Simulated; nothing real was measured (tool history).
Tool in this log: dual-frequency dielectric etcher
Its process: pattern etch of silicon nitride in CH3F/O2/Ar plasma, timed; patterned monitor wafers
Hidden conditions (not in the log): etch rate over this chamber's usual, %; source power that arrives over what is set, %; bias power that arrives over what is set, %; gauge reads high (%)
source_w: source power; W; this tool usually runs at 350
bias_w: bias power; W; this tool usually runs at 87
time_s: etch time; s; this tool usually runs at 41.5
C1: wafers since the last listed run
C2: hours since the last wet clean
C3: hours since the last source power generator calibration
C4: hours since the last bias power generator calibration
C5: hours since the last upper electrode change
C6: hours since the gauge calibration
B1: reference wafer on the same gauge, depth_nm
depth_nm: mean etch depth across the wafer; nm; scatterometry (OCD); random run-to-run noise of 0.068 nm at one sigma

run 1 day=0 | source_w=350 bias_w=87 time_s=41.5 | C1=0 C2=144.1 C3=3521.2 C4=3457 C5=2837.9 C6=789.1 | B1=31.01 | depth_nm=29.98
run 2 day=3.633 | source_w=350 bias_w=87 time_s=41.5 | C1=1475 C2=231.3 C3=3608.4 C4=3544.2 C5=2925.1 C6=876.3 | B1=31 | depth_nm=30.18
run 3 day=5.638 | source_w=350 bias_w=87 time_s=41.5 | C1=813 C2=279.4 C3=3656.5 C4=3592.3 C5=2973.2 C6=924.4 | B1=30.98 | depth_nm=30.18
run 4 day=9.108 | source_w=390 bias_w=87 time_s=41.5 | C1=1409 C2=362.7 C3=3739.8 C4=3675.6 C5=3056.5 C6=1007.7 | B1=30.98 | depth_nm=32.16
-- day=13.575 wet clean of the chamber
run 5 day=13.596 | source_w=390 bias_w=87 time_s=41.5 | C1=1416 C2=0.5 C3=3847.5 C4=3783.3 C5=3164.2 C6=1115.4 | B1=30.98 | depth_nm=32.32
run 6 day=14.696 | source_w=390 bias_w=87 time_s=41.5 | C1=446 C2=26.9 C3=3873.9 C4=3809.7 C5=3190.6 C6=1141.8 | B1=31.02 | depth_nm=32.24
-- day=17.971 bias power generator calibrated
run 7 day=21.208 | source_w=350 bias_w=87 time_s=41.5 | C1=2576 C2=183.2 C3=4030.2 C4=77.7 C5=3346.9 C6=1298.1 | B1=30.99 | depth_nm=29.61
run 8 day=23.058 | source_w=400 bias_w=76 time_s=41.5 | C1=751 C2=227.6 C3=4074.6 C4=122.1 C5=3391.3 C6=1342.5 | B1=30.97 | depth_nm=30.26
run 9 day=26.483 | source_w=400 bias_w=76 time_s=41.5 | C1=1390 C2=309.8 C3=4156.8 C4=204.3 C5=3473.5 C6=1424.7 | B1=31 | depth_nm=30.22
run 10 day=30.85 | source_w=420 bias_w=97 time_s=41.5 | C1=1773 C2=414.6 C3=4261.6 C4=309.1 C5=3578.3 C6=1529.5 | B1=30.98 | depth_nm=34.72
-- day=30.988 gauge calibrated
run 11 day=33.129 | source_w=310 bias_w=72 time_s=48 | C1=925 C2=469.3 C3=4316.3 C4=363.8 C5=3633 C6=51.4 | B1=31.02 | depth_nm=29.42
-- day=33.654 source power generator calibrated
-- day=34.879 upper electrode replaced
run 12 day=34.983 | source_w=350 bias_w=87 time_s=31.5 | C1=279 C2=513.8 C3=31.9 C4=408.3 C5=2.5 C6=95.9 | B1=31 | depth_nm=21.95
-- day=36.258 wet clean of the chamber
run 13 day=37.196 | source_w=420 bias_w=100 time_s=31 | C1=492 C2=22.5 C3=85 C4=461.4 C5=55.6 C6=149 | B1=30.99 | depth_nm=25.49
run 14 day=45.388 | source_w=350 bias_w=87 time_s=41.5 | C1=3326 C2=219.1 C3=281.6 C4=658 C5=252.2 C6=345.6 | B1=31 | depth_nm=28.92
run 15 day=47.246 | source_w=350 bias_w=75 time_s=51.5 | C1=754 C2=263.7 C3=326.2 C4=702.6 C5=296.8 C6=390.2 | B1=31.01 | depth_nm=33.59
run 16 day=49.354 | source_w=350 bias_w=96 time_s=36.5 | C1=856 C2=314.3 C3=376.8 C4=753.2 C5=347.4 C6=440.8 | B1=30.96 | depth_nm=26.77
run 17 day=53.438 | source_w=350 bias_w=87 time_s=41.5 | C1=1658 C2=412.3 C3=474.8 C4=851.2 C5=445.4 C6=538.8 | B1=30.98 | depth_nm=29.05
-- day=57.004 wet clean of the chamber
run 18 day=57.442 | source_w=370 bias_w=73 time_s=54 | C1=1219 C2=10.5 C3=570.9 C4=947.3 C5=541.5 C6=634.9 | B1=30.97 | depth_nm=36.19
run 19 day=60.954 | source_w=380 bias_w=102 time_s=33 | C1=1426 C2=94.8 C3=655.2 C4=1031.6 C5=625.8 C6=719.2 | B1=30.98 | depth_nm=26.05
run 20 day=64.429 | source_w=300 bias_w=77 time_s=49 | C1=1411 C2=178.2 C3=738.6 C4=1115 C5=709.2 C6=802.6 | B1=31 | depth_nm=29.39
run 21 day=66.646 | source_w=350 bias_w=87 time_s=41.5 | C1=900 C2=231.4 C3=791.8 C4=1168.2 C5=762.4 C6=855.8 | B1=30.97 | depth_nm=29.1
run 22 day=68.279 | source_w=350 bias_w=96 time_s=33.5 | C1=663 C2=270.6 C3=831 C4=1207.4 C5=801.6 C6=895 | B1=31.01 | depth_nm=24.6
run 23 day=72.383 | source_w=350 bias_w=87 time_s=41.5 | C1=1666 C2=369.1 C3=929.5 C4=1305.9 C5=900.1 C6=993.5 | B1=30.99 | depth_nm=29.2
run 24 day=76.592 | source_w=400 bias_w=76 time_s=41.5 | C1=1708 C2=470.1 C3=1030.5 C4=1406.9 C5=1001.1 C6=1094.5 | B1=30.99 | depth_nm=29.84
-- day=80.062 wet clean of the chamber
run 25 day=80.083 | source_w=350 bias_w=87 time_s=41.5 | C1=1011 C2=0.5 C3=1114.3 C4=1490.7 C5=1084.9 C6=1178.3 | B1=31 | depth_nm=29.26
run 26 day=82.092 | source_w=350 bias_w=108 time_s=41.5 | C1=815 C2=48.7 C3=1162.5 C4=1538.9 C5=1133.1 C6=1226.5 | B1=30.96 | depth_nm=32.13
run 27 day=85.983 | source_w=400 bias_w=105 time_s=49.5 | C1=1580 C2=142.1 C3=1255.9 C4=1632.3 C5=1226.5 C6=1319.9 | B1=30.97 | depth_nm=41.01
run 28 day=88.767 | source_w=430 bias_w=94 time_s=34 | C1=1130 C2=208.9 C3=1322.7 C4=1699.1 C5=1293.3 C6=1386.7 | B1=30.99 | depth_nm=27.89

Here are 5 independent what-if runs from the current tool condition. What would each one return?
run A day=88.783 | source_w=350 bias_w=87 time_s=41.5 | C1=6 C2=209.3 C3=1323.1 C4=1699.5 C5=1293.7 C6=1387.1 | B1=? | depth_nm=?
run B day=88.783 | source_w=400 bias_w=107 time_s=32.5 | C1=6 C2=209.3 C3=1323.1 C4=1699.5 C5=1293.7 C6=1387.1 | B1=? | depth_nm=?
run C day=88.783 | source_w=280 bias_w=87 time_s=53.5 | C1=6 C2=209.3 C3=1323.1 C4=1699.5 C5=1293.7 C6=1387.1 | B1=? | depth_nm=?
run D day=88.783 | source_w=290 bias_w=97 time_s=29.5 | C1=6 C2=209.3 C3=1323.1 C4=1699.5 C5=1293.7 C6=1387.1 | B1=? | depth_nm=?
run E day=88.783 | source_w=350 bias_w=72 time_s=35 | C1=6 C2=209.3 C3=1323.1 C4=1699.5 C5=1293.7 C6=1387.1 | B1=? | depth_nm=?

run=A B1=30.98 depth_nm=29.25
run=B B1=30.98 depth_nm=27.13
run=C B1=30.98 depth_nm=32.66
run=D B1=30.98 depth_nm=19.4
run=E B1=30.98 depth_nm=22.64
With the hidden condition removed and each run's random variation left untouched, the same runs would have given:
run=A depth_nm=28.9
run=B depth_nm=26.81
run=C depth_nm=32.27
run=D depth_nm=19.17
run=E depth_nm=22.37
